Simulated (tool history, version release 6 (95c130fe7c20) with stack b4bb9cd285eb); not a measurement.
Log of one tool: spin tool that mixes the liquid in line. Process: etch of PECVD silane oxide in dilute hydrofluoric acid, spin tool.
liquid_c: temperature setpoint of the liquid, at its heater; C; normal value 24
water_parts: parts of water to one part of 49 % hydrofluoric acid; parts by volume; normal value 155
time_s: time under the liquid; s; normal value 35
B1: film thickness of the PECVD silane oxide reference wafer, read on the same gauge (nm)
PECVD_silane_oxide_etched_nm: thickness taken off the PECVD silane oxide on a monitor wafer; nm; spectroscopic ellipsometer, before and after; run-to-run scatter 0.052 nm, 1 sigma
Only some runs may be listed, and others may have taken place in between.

Run 1, hour 0: usual settings but time_s 45 s; B1 99.98. Result: PECVD_silane_oxide_etched_nm 13.94 nm.
Run 2, hour 8.4: usual settings but time_s 45 s; B1 99.98. Result: PECVD_silane_oxide_etched_nm 14.22 nm.
Run 3, hour 21.8: usual settings but time_s 45 s; B1 99.97. Result: PECVD_silane_oxide_etched_nm 14.15 nm.
Run 4, hour 37.7: usual settings but water_parts 120 parts by volume; B1 99.98. Result: PECVD_silane_oxide_etched_nm 14.74 nm.
Run 5, hour 47.5: usual settings but water_parts 120 parts by volume; B1 99.98. Result: PECVD_silane_oxide_etched_nm 14.81 nm.
Run 6, hour 64.2: usual settings but water_parts 120 parts by volume; B1 100.02. Result: PECVD_silane_oxide_etched_nm 14.78 nm.
At hour 72.9: hydrofluoric acid flow meter replaced.
At hour 82.2: thermometer replaced.
Run 7, hour 82.7: usual settings; B1 100.04. Result: PECVD_silane_oxide_etched_nm 10.16 nm.
Run 8, hour 93.8: usual settings; B1 99.98. Result: PECVD_silane_oxide_etched_nm 10.13 nm.
Run 9, hour 108.5: usual settings; B1 100. Result: PECVD_silane_oxide_etched_nm 10.24 nm.
Run 10, hour 118.8: usual settings; B1 99.98. Result: PECVD_silane_oxide_etched_nm 10.16 nm.
At hour 123.5: gauge calibrated.
Run 11, hour 129.3: usual settings; B1 100. Result: PECVD_silane_oxide_etched_nm 10.31 nm.
Run 12, hour 138.8: usual settings; B1 100. Result: PECVD_silane_oxide_etched_nm 10.34 nm.
Run 13, hour 153.8: usual settings; B1 100.01. Result: PECVD_silane_oxide_etched_nm 10.28 nm.
Run 14, hour 161.1: usual settings but liquid_c 29 C, water_parts 205 parts by volume, time_s 50 s; B1 99.98. Result: PECVD_silane_oxide_etched_nm 12.55 nm.
Run 15, hour 172.2: usual settings but liquid_c 20.5 C; B1 100.03. Result: PECVD_silane_oxide_etched_nm 8.99 nm.
Run 16, hour 186.9: usual settings but liquid_c 29 C, water_parts 180 parts by volume, time_s 50 s; B1 100.02. Result: PECVD_silane_oxide_etched_nm 14.79 nm.
Run 17, hour 193: usual settings but water_parts 90 parts by volume; B1 100.03. Result: PECVD_silane_oxide_etched_nm 19.28 nm.
Run 18, hour 207.6: usual settings but water_parts 230 parts by volume; B1 100.04. Result: PECVD_silane_oxide_etched_nm 6.37 nm.
Run 19, hour 215.1: usual settings but liquid_c 26 C, water_parts 80 parts by volume, time_s 25 s; B1 99.98. Result: PECVD_silane_oxide_etched_nm 16.91 nm.
Run 20, hour 231.5: usual settings but water_parts 230 parts by volume, time_s 20 s; B1 100. Result: PECVD_silane_oxide_etched_nm 3.67 nm.
Run 21, hour 239.6: usual settings but liquid_c 21 C, time_s 30 s; B1 99.96. Result: PECVD_silane_oxide_etched_nm 7.88 nm.

5 options for the next run, each taken on its own from the tool as it stands now. Forecast them:
Run A, hour 240: usual settings; B1 ?. Result: PECVD_silane_oxide_etched_nm ?.
Run B, hour 240: usual settings but liquid_c 21 C, water_parts 130 parts by volume, time_s 55 s; B1 ?. Result: PECVD_silane_oxide_etched_nm ?.
Run C, hour 240: usual settings but time_s 50 s; B1 ?. Result: PECVD_silane_oxide_etched_nm ?.
Run D, hour 240: usual settings but liquid_c 21.5 C; B1 ?. Result: PECVD_silane_oxide_etched_nm ?.
Run E, hour 240: usual settings but water_parts 200 parts by volume; B1 ?. Result: PECVD_silane_oxide_etched_nm ?.

run      B1  PECVD_silane_oxide_etched_nm
  A  100.02                         10.38
  B  100.02                         17.83
  C  100.02                         14.83
  D  100.02                          9.44
  E  100.02                          7.65
With the hidden condition removed and each run's random variation left untouched, the same runs would have given:
run  PECVD_silane_oxide_etched_nm
  A                         10.01
  B                         17.16
  C                          14.3
  D                          9.09
  E                          7.38
